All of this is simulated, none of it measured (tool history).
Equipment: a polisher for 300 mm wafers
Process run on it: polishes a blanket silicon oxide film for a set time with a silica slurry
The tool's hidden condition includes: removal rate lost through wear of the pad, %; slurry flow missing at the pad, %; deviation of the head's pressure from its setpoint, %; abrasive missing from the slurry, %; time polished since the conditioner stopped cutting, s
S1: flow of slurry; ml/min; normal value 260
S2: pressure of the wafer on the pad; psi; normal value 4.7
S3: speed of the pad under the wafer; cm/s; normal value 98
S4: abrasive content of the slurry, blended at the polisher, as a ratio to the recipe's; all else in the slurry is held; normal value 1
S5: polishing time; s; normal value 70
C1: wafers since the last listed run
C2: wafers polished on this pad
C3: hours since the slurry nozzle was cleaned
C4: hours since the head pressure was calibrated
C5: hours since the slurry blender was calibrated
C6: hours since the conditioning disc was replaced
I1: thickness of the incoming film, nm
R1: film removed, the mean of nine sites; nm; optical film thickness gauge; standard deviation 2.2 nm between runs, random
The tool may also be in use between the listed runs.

Run 1, hour 0: usual settings; C1 0; C2 2905; C3 61.2; C4 485.9; C5 256.9; C6 596; I1 766.6. Result: R1 223.6 nm.
Run 2, hour 47.3: usual settings but S2 4 psi, S3 76 cm/s, S4 0.75; C1 246; C2 3152; C3 108.5; C4 533.2; C5 304.2; C6 643.3; I1 773.1. Result: R1 140.7 nm.
At hour 73.8: conditioning disc replaced and pad reconditioned.
Run 3, hour 133.2: usual settings; C1 437; C2 3589; C3 194.4; C4 619.1; C5 390.1; C6 59.4; I1 770.7. Result: R1 225.3 nm.
At hour 197.6: worn pad replaced by a new one.
Run 4, hour 198.1: usual settings but S2 4.3 psi, S3 72 cm/s; C1 317; C2 2; C3 259.3; C4 684; C5 455; C6 124.3; I1 778.5. Result: R1 179.9 nm.
At hour 224.9: head pressure recalibrated, repeated, since the last time left the tool worse.
Run 5, hour 293.4: usual settings but S3 68 cm/s, S4 0.8, S5 90 s; C1 486; C2 488; C3 354.6; C4 68.5; C5 550.3; C6 219.6; I1 777.9. Result: R1 184.4 nm.
Run 6, hour 358.4: usual settings but S3 112 cm/s; C1 338; C2 827; C3 419.6; C4 133.5; C5 615.3; C6 284.6; I1 779.3. Result: R1 212.5 nm.
Run 7, hour 435.9: usual settings; C1 403; C2 1230; C3 497.1; C4 211; C5 692.8; C6 362.1; I1 779.4. Result: R1 197.3 nm.
At hour 476.7: slurry blender recalibrated.
Run 8, hour 504.1: usual settings; C1 344; C2 1575; C3 565.3; C4 279.2; C5 27.4; C6 430.3; I1 763.2. Result: R1 194.4 nm.
Run 9, hour 560.3: usual settings but S2 3.3 psi, S3 118 cm/s, S4 1.25; C1 292; C2 1868; C3 621.5; C4 335.4; C5 83.6; C6 486.5; I1 787.5. Result: R1 175.2 nm.
At hour 592.3: slurry nozzle cleaned.
Run 10, hour 600.7: usual settings but S3 114 cm/s; C1 205; C2 2073; C3 8.4; C4 375.8; C5 124; C6 526.9; I1 780.3. Result: R1 215.6 nm.
Run 11, hour 666.8: usual settings but S4 0.8, S5 84 s; C1 344; C2 2418; C3 74.5; C4 441.9; C5 190.1; C6 593; I1 779.3. Result: R1 208.2 nm.
Run 12, hour 707.7: usual settings but S2 6.2 psi, S4 0.75; C1 213; C2 2631; C3 115.4; C4 482.8; C5 231; C6 633.9; I1 786.9. Result: R1 214.4 nm.
Run 13, hour 769.8: usual settings; C1 323; C2 2954; C3 177.5; C4 544.9; C5 293.1; C6 696; I1 786.2. Result: R1 205.7 nm.
Run 14, hour 819.6: usual settings but S1 295 ml/min, S3 72 cm/s; C1 259; C2 3214; C3 227.3; C4 594.7; C5 342.9; C6 745.8; I1 776.8. Result: R1 176.1 nm.
At hour 887.6: conditioning disc replaced and pad reconditioned.
At hour 903.4: worn pad replaced by a new one.
Run 15, hour 905.1: usual settings but S1 315 ml/min, S2 5.7 psi, S5 54 s; C1 414; C2 8; C3 312.8; C4 680.2; C5 428.4; C6 17.5; I1 794.1. Result: R1 193.3 nm.
Run 16, hour 985.5: usual settings; C1 418; C2 427; C3 393.2; C4 760.6; C5 508.8; C6 97.9; I1 781.8. Result: R1 207.9 nm.
Run 17, hour 1090: usual settings; C1 544; C2 972; C3 497.7; C4 865.1; C5 613.3; C6 202.4; I1 782.1. Result: R1 205.9 nm.
At hour 1109.5: head pressure recalibrated.
Run 18, hour 1165: usual settings but S4 1.25, S5 50 s; C1 380; C2 1352; C3 572.7; C4 55.5; C5 688.3; C6 277.4; I1 784. Result: R1 155.1 nm.
At hour 1200.9: slurry blender recalibrated.
Run 19, hour 1234.2: usual settings; C1 350; C2 1702; C3 641.9; C4 124.7; C5 33.3; C6 346.6; I1 772.8. Result: R1 200.8 nm.
Run 20, hour 1280.3: usual settings but S3 112 cm/s; C1 240; C2 1942; C3 688; C4 170.8; C5 79.4; C6 392.7; I1 793.8. Result: R1 211.7 nm.
Run 21, hour 1318.1: usual settings but S2 4.3 psi, S3 110 cm/s, S4 1.3; C1 196; C2 2139; C3 725.8; C4 208.6; C5 117.2; C6 430.5; I1 784.6. Result: R1 221.4 nm.
At hour 1336.3: slurry nozzle cleaned.
Run 22, hour 1406.6: usual settings but S1 220 ml/min, S3 128 cm/s, S5 50 s; C1 455; C2 2595; C3 70.3; C4 297.1; C5 205.7; C6 519; I1 781.3. Result: R1 160.4 nm.
Run 23, hour 1493.9: usual settings; C1 454; C2 3050; C3 157.6; C4 384.4; C5 293; C6 606.3; I1 793.4. Result: R1 196.6 nm.
At hour 1497.6: conditioning disc replaced and pad reconditioned.
At hour 1508.5: worn pad replaced by a new one.
Run 24, hour 1569.5: usual settings but S1 170 ml/min, S2 5.5 psi, S3 120 cm/s, S5 51 s; C1 362; C2 317; C3 233.2; C4 460; C5 368.6; C6 71.9; I1 771.4. Result: R1 178 nm.
Run 25, hour 1671.1: usual settings but S1 285 ml/min, S2 5.9 psi, S4 0.75; C1 529; C2 847; C3 334.8; C4 561.6; C5 470.2; C6 173.5; I1 768.9. Result: R1 207.9 nm.

Describe how what the log doesn't record of the tool's condition differs between the last listed run preceding each entry between runs and the first listed run following it.
Run 2 -> run 3: conditioning disc replaced and pad reconditioned (hour 73.8)
  deviation of the head's pressure from its setpoint, %: 14.2 -> 14.9
  measured value less the no-hidden-state value, R1: +16.6 -> +27.8 nm
Run 3 -> run 4: worn pad replaced by a new one (hour 197.6)
  deviation of the head's pressure from its setpoint, %: 14.9 -> 15.5
  measured value less the no-hidden-state value, R1: +27.8 -> +23.1 nm
Run 4 -> run 5: head pressure recalibrated, repeated, since the last time left the tool worse (hour 224.9)
  deviation of the head's pressure from its setpoint, %: 15.5 -> 0.0407
  measured value less the no-hidden-state value, R1: +23.1 -> +0.1 nm
Run 7 -> run 8: slurry blender recalibrated (hour 476.7)
  deviation of the head's pressure from its setpoint, %: 0.335 -> 0.582
  measured value less the no-hidden-state value, R1: +0.6 -> +1.1 nm
Run 9 -> run 10: slurry nozzle cleaned (hour 592.3)
  deviation of the head's pressure from its setpoint, %: 0.837 -> 1.05
  measured value less the no-hidden-state value, R1: +1.4 -> +2.1 nm
Run 14 -> run 15: conditioning disc replaced and pad reconditioned (hour 887.6); worn pad replaced by a new one (hour 903.4)
  deviation of the head's pressure from its setpoint, %: 2.62 -> 3.42
  measured value less the no-hidden-state value, R1: +4.2 -> +6.1 nm
Run 17 -> run 18: head pressure recalibrated (hour 1109.5)
  deviation of the head's pressure from its setpoint, %: 5.53 -> -0.568
  measured value less the no-hidden-state value, R1: +10.3 -> -0.9 nm
Run 18 -> run 19: slurry blender recalibrated (hour 1200.9)
  deviation of the head's pressure from its setpoint, %: -0.568 -> -0.476
  measured value less the no-hidden-state value, R1: -0.9 -> -0.9 nm
Run 21 -> run 22: slurry nozzle cleaned (hour 1336.3)
  deviation of the head's pressure from its setpoint, %: -0.269 -> 0.0611
  measured value less the no-hidden-state value, R1: -0.6 -> +0.1 nm
Run 23 -> run 24: conditioning disc replaced and pad reconditioned (hour 1497.6); worn pad replaced by a new one (hour 1508.5)
  deviation of the head's pressure from its setpoint, %: 0.5 -> 0.972
  measured value less the no-hidden-state value, R1: +0.9 -> +1.6 nm
